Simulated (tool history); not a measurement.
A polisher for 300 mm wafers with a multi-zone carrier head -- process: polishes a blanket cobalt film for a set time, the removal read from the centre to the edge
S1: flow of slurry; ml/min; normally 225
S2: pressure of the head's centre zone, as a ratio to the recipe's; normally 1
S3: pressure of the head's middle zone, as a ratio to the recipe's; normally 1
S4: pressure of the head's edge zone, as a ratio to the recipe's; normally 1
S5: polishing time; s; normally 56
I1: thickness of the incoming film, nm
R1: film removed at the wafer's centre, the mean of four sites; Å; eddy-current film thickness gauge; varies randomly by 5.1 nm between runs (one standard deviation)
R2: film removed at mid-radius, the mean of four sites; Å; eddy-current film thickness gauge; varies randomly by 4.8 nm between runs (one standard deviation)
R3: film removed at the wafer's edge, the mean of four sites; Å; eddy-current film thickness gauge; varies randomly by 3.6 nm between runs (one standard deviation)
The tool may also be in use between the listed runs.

| run | hour | S1 | S2 | S3 | S4 | S5 | I1 | R1 | R2 | R3 |
|---|---|---|---|---|---|---|---|---|---|---|
| 1 | 0 | 260 | 1 | 1 | 1 | 56 | 1015.5 | 4349 | 4241 | 4292 |
| 2 | 26.3 | 260 | 1 | 1 | 1 | 56 | 1007.3 | 4271 | 4283 | 4247 |
| 3 | 60.8 | 260 | 1 | 1 | 1 | 56 | 1009.4 | 4319 | 4101 | 4157 |
|  | 70.5 | worn pad replaced by a new one |
| 4 | 88.9 | 225 | 1.05 | 1 | 1 | 56 | 1024.1 | 4638 | 4253 | 4208 |
| 5 | 123.8 | 225 | 1.03 | 1 | 1.09 | 56 | 1027.5 | 4531 | 4231 | 4452 |
| 6 | 139.5 | 225 | 1.03 | 1 | 1.09 | 56 | 1024.9 | 4556 | 4142 | 4399 |
|  | 216.3 | worn pad replaced by a new one |
| 7 | 240.1 | 225 | 1.03 | 1 | 1.09 | 56 | 1017 | 4735 | 4132 | 4450 |
|  | 271.6 | centre zone pressure recalibrated |
| 8 | 343.3 | 225 | 1 | 1 | 1 | 56 | 1002.2 | 3964 | 3923 | 4043 |
|  | 361.3 | worn pad replaced by a new one |
| 9 | 372.3 | 225 | 1 | 1 | 1 | 56 | 1025.8 | 4345 | 4190 | 4283 |
|  | 389.4 | edge zone pressure recalibrated |
| 10 | 401.5 | 240 | 1.05 | 1 | 1 | 56 | 1020.8 | 4547 | 4197 | 4261 |
| 11 | 432.2 | 275 | 1 | 1.1 | 0.91 | 67 | 1010.9 | 5205 | 5448 | 4959 |

Predict the results of run 12:
|  | 439.9 | slurry nozzle cleaned |
| 12 | 455 | 180 | 1 | 1 | 1 | 56 | 1018.3 | ? | ? | ? |

Logged for run 12: R1 4127 Å, R2 3970 Å, R3 4029 Å.
If the tool had no hidden condition, the same run with the same run-to-run variation would have returned R1 4100 Å, R2 4096 Å, R3 4156 Å.
